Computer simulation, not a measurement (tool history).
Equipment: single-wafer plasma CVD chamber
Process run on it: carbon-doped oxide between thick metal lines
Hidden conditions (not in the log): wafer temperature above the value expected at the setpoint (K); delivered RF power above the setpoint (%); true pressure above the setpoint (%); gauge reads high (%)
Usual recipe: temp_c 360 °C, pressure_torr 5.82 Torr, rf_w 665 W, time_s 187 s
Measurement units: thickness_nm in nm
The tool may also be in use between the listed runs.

run,hour,temp_c,pressure_torr,rf_w,time_s,wafers since the last listed run,hours since the last thermocouple change,hours since the last RF generator calibration,hours since the last manometer calibration,hours since the showerhead was replaced,hours since the gauge calibration,"read-back reference wafer on the same gauge, thickness_nm",thickness_nm
1,0.0,360,6.89,665,187,0,932.9,514.5,2002.1,4955.9,372.3,1100.604,1076.199
2,21.1,360,6.11,575,187,138,954.0,535.6,2023.2,4977.0,393.4,1100.286,997.562
3,45.6,360,6.11,575,187,160,978.5,560.1,2047.7,5001.5,417.9,1100.153,994.315
4,75.0,360,6.11,575,187,192,1007.9,589.5,2077.1,5030.9,447.3,1100.868,990.108
5,87.9,360,5.82,665,187,84,1020.8,602.4,2090.0,5043.8,460.2,1098.673,1055.123
6,112.6,360,5.82,665,187,161,1045.5,627.1,2114.7,5068.5,484.9,1100.025,1052.079
7,127.2,360,5.82,665,187,95,1060.1,641.7,2129.3,5083.1,499.5,1096.879,1060.785
8,162.2,360,5.82,695,187,229,1095.1,676.7,2164.3,5118.1,534.5,1102.187,1083.690
9,182.3,360,5.82,695,187,131,1115.2,696.8,2184.4,5138.2,554.6,1100.118,1078.057
10,194.4,360,5.82,695,187,79,1127.3,708.9,2196.5,5150.3,566.7,1101.012,1076.009
# hour 200.3: gauge calibrated
11,210.0,360,5.82,665,187,102,1142.9,724.5,2212.1,5165.9,9.7,1099.500,1045.407
# hour 236.9: showerhead replaced
12,237.4,360,5.82,665,187,127,1170.3,751.9,2239.5,0.5,37.1,1100.298,1051.345
13,253.3,352,6.42,625,187,104,1186.2,767.8,2255.4,16.4,53.0,1101.120,1058.407
14,280.3,369,5.82,665,187,176,1213.2,794.8,2282.4,43.4,80.0,1099.038,1034.071
15,299.1,365,5.82,665,187,123,1232.0,813.6,2301.2,62.2,98.8,1099.162,1041.132
# hour 322.9: capacitance manometer re-zeroed and calibrated
16,323.4,360,7.10,755,187,106,1256.3,837.9,0.5,86.5,123.1,1100.004,1142.671
17,338.0,371,6.90,665,187,95,1270.9,852.5,15.1,101.1,137.7,1101.142,1041.748
18,365.7,360,5.82,665,187,181,1298.6,880.2,42.8,128.8,165.4,1101.568,1048.225
# hour 379.8: RF generator calibrated
19,380.3,360,4.90,665,206,43,1313.2,0.5,57.4,143.4,180.0,1100.017,1103.072
20,409.1,351,7.05,700,217,188,1342.0,29.3,86.2,172.2,208.8,1101.868,1265.399
21,439.1,360,5.82,665,187,196,1372.0,59.3,116.2,202.2,238.8,1099.231,1014.613
22,471.6,360,5.82,615,187,212,1404.5,91.8,148.7,234.7,271.3,1100.341,983.882
# hour 481.1: thermocouple changed; heater temperature recalibrated
# hour 496.4: RF generator calibrated, repeated, since the last time left the tool worse
23,501.4,350,5.82,665,187,90,20.3,5.0,178.5,264.5,301.1,1098.307,1100.002
24,543.0,347,4.42,590,158,272,61.9,46.6,220.1,306.1,342.7,1101.226,855.550
25,569.1,360,5.82,730,198,171,88.0,72.7,246.2,332.2,368.8,1099.855,1193.663
26,597.1,368,7.03,665,155,183,116.0,100.7,274.2,360.2,396.8,1099.432,886.666
27,622.5,351,7.05,700,217,166,141.4,126.1,299.6,385.6,422.2,1098.307,1332.241
28,649.8,364,5.82,665,167,178,168.7,153.4,326.9,412.9,449.5,1101.059,950.144

Forecast each of these 4 alternatives for the next run:
A,650.3,360,5.82,665,187,3,169.2,153.9,327.4,413.4,450.0,?,?
B,650.3,347,5.82,665,187,3,169.2,153.9,327.4,413.4,450.0,?,?
C,650.3,367,5.11,665,168,3,169.2,153.9,327.4,413.4,450.0,?,?
D,650.3,372,5.82,665,187,3,169.2,153.9,327.4,413.4,450.0,?,?

run,"read-back reference wafer on the same gauge, thickness_nm",thickness_nm
A,1099.077,1070.437
B,1099.077,1111.055
C,1099.077,929.811
D,1099.077,1039.476
With no hidden state in the tool, these same runs would have given:
run,thickness_nm
A,1072.627
B,1113.328
C,931.713
D,1041.602

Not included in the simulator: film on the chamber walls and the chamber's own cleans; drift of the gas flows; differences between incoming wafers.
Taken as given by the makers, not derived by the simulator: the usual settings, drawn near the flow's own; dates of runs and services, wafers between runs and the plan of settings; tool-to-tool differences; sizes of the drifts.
